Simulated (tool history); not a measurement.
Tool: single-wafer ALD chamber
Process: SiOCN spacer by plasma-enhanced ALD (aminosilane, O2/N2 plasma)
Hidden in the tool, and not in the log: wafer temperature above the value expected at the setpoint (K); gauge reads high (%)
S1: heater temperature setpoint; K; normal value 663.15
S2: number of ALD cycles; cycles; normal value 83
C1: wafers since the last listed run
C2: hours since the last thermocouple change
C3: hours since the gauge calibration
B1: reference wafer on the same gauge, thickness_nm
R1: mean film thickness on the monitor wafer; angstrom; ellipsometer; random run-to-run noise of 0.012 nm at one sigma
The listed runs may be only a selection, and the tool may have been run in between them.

Run 1, day 0: usual settings; C1 0; C2 878.9; C3 20.5; B1 4.646. Result: R1 49.51 angstrom.
Run 2, day 2.542: usual settings; C1 276; C2 939.9; C3 81.5; B1 4.652. Result: R1 49.38 angstrom.
Run 3, day 3.612: usual settings; C1 116; C2 965.6; C3 107.2; B1 4.647. Result: R1 49.38 angstrom.
Run 4, day 10.442: usual settings; C1 744; C2 1129.5; C3 271.1; B1 4.646. Result: R1 49.49 angstrom.
Run 5, day 13.188: usual settings; C1 299; C2 1195.4; C3 337; B1 4.642. Result: R1 49.26 angstrom.
Run 6, day 15.071: usual settings; C1 205; C2 1240.6; C3 382.2; B1 4.639. Result: R1 49.31 angstrom.
Run 7, day 17.312: usual settings; C1 244; C2 1294.4; C3 436; B1 4.635. Result: R1 49.3 angstrom.
Run 8, day 18.412: usual settings; C1 119; C2 1320.8; C3 462.4; B1 4.637. Result: R1 49.22 angstrom.
Run 9, day 19.467: usual settings; C1 114; C2 1346.1; C3 487.7; B1 4.628. Result: R1 49.27 angstrom.
Run 10, day 21.954: usual settings; C1 271; C2 1405.8; C3 547.4; B1 4.634. Result: R1 49.33 angstrom.
Run 11, day 24.762: usual settings; C1 305; C2 1473.2; C3 614.8; B1 4.623. Result: R1 48.98 angstrom.
Run 12, day 27.262: usual settings; C1 272; C2 1533.2; C3 674.8; B1 4.625. Result: R1 49.3 angstrom.
Run 13, day 30.129: usual settings; C1 312; C2 1602; C3 743.6; B1 4.62. Result: R1 49.05 angstrom.
Run 14, day 32.962: usual settings; C1 308; C2 1670; C3 811.6; B1 4.613. Result: R1 49.07 angstrom.
Run 15, day 35.088: usual settings; C1 231; C2 1721; C3 862.6; B1 4.611. Result: R1 49 angstrom.
Run 16, day 37.933: usual settings; C1 310; C2 1789.3; C3 930.9; B1 4.598. Result: R1 49.07 angstrom.
Run 17, day 39.262: usual settings; C1 144; C2 1821.2; C3 962.8; B1 4.598. Result: R1 48.98 angstrom.
Run 18, day 44.288: usual settings; C1 547; C2 1941.8; C3 1083.4; B1 4.588. Result: R1 48.89 angstrom.
Run 19, day 45.725: usual settings; C1 156; C2 1976.3; C3 1117.9; B1 4.583. Result: R1 48.83 angstrom.
Run 20, day 51.388: usual settings but S1 673.15 K, S2 70 cycles; C1 616; C2 2112.2; C3 1253.8; B1 4.563. Result: R1 40.75 angstrom.
Run 21, day 52.8: usual settings but S1 673.15 K, S2 70 cycles; C1 153; C2 2146.1; C3 1287.7; B1 4.561. Result: R1 40.84 angstrom.
Run 22, day 55.092: usual settings but S1 673.15 K, S2 70 cycles; C1 249; C2 2201.1; C3 1342.7; B1 4.553. Result: R1 40.71 angstrom.
At day 57.871: gauge calibrated.
Run 23, day 58.083: usual settings; C1 325; C2 2272.9; C3 5.1; B1 4.621. Result: R1 49.02 angstrom.
Run 24, day 59.838: usual settings but S1 651.15 K; C1 191; C2 2315; C3 47.2; B1 4.623. Result: R1 49 angstrom.
Run 25, day 62.171: usual settings; C1 254; C2 2371; C3 103.2; B1 4.623. Result: R1 49.03 angstrom.
Run 26, day 64.329: usual settings; C1 235; C2 2422.8; C3 155; B1 4.618. Result: R1 49.29 angstrom.
Run 27, day 65.842: usual settings but S1 675.15 K, S2 68 cycles; C1 164; C2 2459.1; C3 191.3; B1 4.62. Result: R1 39.7 angstrom.
Run 28, day 67.804: usual settings; C1 213; C2 2506.2; C3 238.4; B1 4.615. Result: R1 48.99 angstrom.
Run 29, day 70.467: usual settings but S1 658.15 K; C1 290; C2 2570.1; C3 302.3; B1 4.613. Result: R1 49.12 angstrom.
Run 30, day 72.446: usual settings but S1 658.15 K, S2 73 cycles; C1 215; C2 2617.6; C3 349.8; B1 4.617. Result: R1 43.26 angstrom.
Run 31, day 75.15: usual settings but S2 71 cycles; C1 294; C2 2682.5; C3 414.7; B1 4.611. Result: R1 41.95 angstrom.
Run 32, day 77.2: usual settings but S1 668.15 K, S2 75 cycles; C1 223; C2 2731.7; C3 463.9; B1 4.609. Result: R1 44.24 angstrom.
At day 78.117: thermocouple changed; heater temperature recalibrated.
Run 33, day 78.442: usual settings but S1 649.15 K, S2 93 cycles; C1 98; C2 7.8; C3 493.7; B1 4.61. Result: R1 55.16 angstrom.
Run 34, day 80.854: usual settings but S1 658.15 K; C1 262; C2 65.7; C3 551.6; B1 4.605. Result: R1 49.17 angstrom.
Run 35, day 83.242: usual settings but S1 670.15 K, S2 91 cycles; C1 260; C2 123; C3 608.9; B1 4.598. Result: R1 53.85 angstrom.
Run 36, day 85.575: usual settings but S1 648.15 K; C1 254; C2 179; C3 664.9; B1 4.603. Result: R1 48.71 angstrom.
Run 37, day 86.929: usual settings; C1 147; C2 211.5; C3 697.4; B1 4.597. Result: R1 48.84 angstrom.
Run 38, day 89.796: usual settings but S1 654.15 K, S2 72 cycles; C1 312; C2 280.3; C3 766.2; B1 4.59. Result: R1 42.15 angstrom.
Run 39, day 91.521: usual settings but S1 655.15 K; C1 187; C2 321.7; C3 807.6; B1 4.589. Result: R1 48.79 angstrom.
Run 40, day 92.729: usual settings but S1 669.15 K; C1 131; C2 350.7; C3 836.6; B1 4.59. Result: R1 48.86 angstrom.
Run 41, day 94.733: usual settings; C1 218; C2 398.8; C3 884.7; B1 4.583. Result: R1 48.84 angstrom.
Run 42, day 96.992: usual settings but S1 655.15 K, S2 77 cycles; C1 246; C2 453; C3 938.9; B1 4.58. Result: R1 45.04 angstrom.
Run 43, day 99.346: usual settings but S1 673.15 K, S2 70 cycles; C1 256; C2 509.5; C3 995.4; B1 4.572. Result: R1 40.73 angstrom.
Run 44, day 101.2: usual settings; C1 202; C2 554; C3 1039.9; B1 4.569. Result: R1 48.52 angstrom.
Run 45, day 103.171: usual settings; C1 214; C2 601.3; C3 1087.2; B1 4.564. Result: R1 48.42 angstrom.
Run 46, day 104.954: usual settings but S2 98 cycles; C1 194; C2 644.1; C3 1130; B1 4.557. Result: R1 57.35 angstrom.

5 options for the next run, each taken on its own from the tool as it stands now. Forecast them:
Run A, day 104.979: usual settings; C1 2; C2 644.7; C3 1130.6; B1 ?. Result: R1 ?.
Run B, day 104.979: usual settings but S1 658.15 K, S2 72 cycles; C1 2; C2 644.7; C3 1130.6; B1 ?. Result: R1 ?.
Run C, day 104.979: usual settings but S1 654.15 K; C1 2; C2 644.7; C3 1130.6; B1 ?. Result: R1 ?.
Run D, day 104.979: usual settings but S1 674.15 K, S2 99 cycles; C1 2; C2 644.7; C3 1130.6; B1 ?. Result: R1 ?.
Run E, day 104.979: usual settings but S1 674.15 K, S2 70 cycles; C1 2; C2 644.7; C3 1130.6; B1 ?. Result: R1 ?.

run     B1     R1
  A  4.559  48.56
  B  4.559  42.13
  C  4.559  48.56
  D  4.559  57.48
  E  4.559  40.64
Without the tool's hidden state the same runs would have given:
run     R1
  A  49.32
  B  42.78
  C  49.32
  D  58.38
  E  41.28

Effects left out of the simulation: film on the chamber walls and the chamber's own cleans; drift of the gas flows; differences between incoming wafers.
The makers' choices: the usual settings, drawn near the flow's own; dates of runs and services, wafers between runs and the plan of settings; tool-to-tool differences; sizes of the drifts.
